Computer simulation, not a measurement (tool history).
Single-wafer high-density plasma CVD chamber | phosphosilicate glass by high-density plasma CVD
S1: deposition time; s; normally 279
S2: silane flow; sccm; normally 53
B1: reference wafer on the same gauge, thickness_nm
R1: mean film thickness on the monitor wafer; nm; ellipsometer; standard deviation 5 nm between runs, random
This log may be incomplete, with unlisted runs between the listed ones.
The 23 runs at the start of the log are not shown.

run    hour   S1  S2        B1        R1
 24   615.5  279  55   1420.02  1776.065
      631.2  -- silane flow controller replaced
 25   646.2  304  62  1417.987  2045.295
 26   667.9  302  53  1420.984   1737.38
 27   681.6  279  57  1418.925  1723.824
 28   696.5  251  61  1420.969  1671.865
 29   718.8  279  62  1420.055  1884.866
 30   736.9  279  53  1420.713  1607.681
 31     772  236  48  1419.804  1227.691
      775.8  -- gauge calibrated
 32   798.9  264  46  1421.099  1319.218
 33   858.2  256  43  1420.489  1200.693
 34   877.6  300  60  1418.744  1962.955
 35   913.4  279  53  1420.252  1608.582
 36   939.2  326  46  1418.734  1635.903
 37   968.3  230  56  1419.948  1407.492
 38   986.2  255  50  1420.748  1383.517
 39  1002.1  264  47  1419.236  1341.936
 40  1020.3  243  53   1419.43  1405.236
 41  1040.6  279  53  1420.298  1604.982
 42  1063.9  279  53  1417.769  1617.046
 43    1076  249  57  1422.138  1551.049

Forecast each of these 4 alternatives for the next run:
  A  1076.5  301  53   ?   ?
  B  1076.5  279  63   ?   ?
  C  1076.5  228  44   ?   ?
  D  1076.5  254  47   ?   ?

run        B1        R1
  A  1419.302  1744.631
  B  1419.302  1922.232
  C  1419.302  1097.106
  D  1419.302  1305.547
Without the tool's hidden state the same runs would have given:
run        R1
  A  1733.932
  B  1910.445
  C  1090.378
  D  1297.541
